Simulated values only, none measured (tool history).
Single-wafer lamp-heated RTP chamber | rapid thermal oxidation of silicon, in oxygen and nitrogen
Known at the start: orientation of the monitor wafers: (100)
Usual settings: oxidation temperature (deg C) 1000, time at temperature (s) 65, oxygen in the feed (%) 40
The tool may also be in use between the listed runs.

run	hour	oxidation temperature (deg C)	time at temperature (s)	oxygen in the feed (%)	wafers since the last listed run	wafers since the last pyrometer calibration	hours since the oxygen flow controller was replaced	hours since the gauge calibration	read-back reference wafer on the same gauge, thickness	oxide thickness on the monitor wafer (Å)
1	0.0	1000	49	40	0	6358	3829.1	24.6	3.852	36.70
2	11.2	1000	49	40	63	6422	3840.3	35.8	3.853	36.62
3	29.4	1000	65	40	103	6525	3858.5	54.0	3.851	41.07
4	41.3	1000	76	40	67	6592	3870.4	65.9	3.852	43.67
5	94.2	1000	76	40	299	6892	3923.3	118.8	3.849	43.97
6	101.1	1000	65	40	39	6931	3930.2	125.7	3.847	41.00
7	110.0	1000	65	40	50	6981	3939.1	134.6	3.848	41.11
8	121.6	987	65	31	65	7047	3950.7	146.2	3.852	34.84
9	130.8	1024	36	28	52	7099	3959.9	155.4	3.852	33.94
# hour 143.5: gauge calibrated
# hour 147.8: oxygen flow controller replaced
# hour 152.3: pyrometer window cleaned and pyrometer calibrated
10	152.8	1000	65	27	53	2	5.0	9.3	3.848	36.24
11	153.2	979	65	55	2	4	5.4	9.7	3.852	39.17

Forecast run 12:
12	160.4	981	96	68	40	45	12.6	16.9	?	?

{"run 12": {"read-back reference wafer on the same gauge, thickness": 3.847, "oxide thickness on the monitor wafer (Å)": 50.61}}
Without the tool's hidden state the same run would have given oxide thickness on the monitor wafer (Å) 50.61.

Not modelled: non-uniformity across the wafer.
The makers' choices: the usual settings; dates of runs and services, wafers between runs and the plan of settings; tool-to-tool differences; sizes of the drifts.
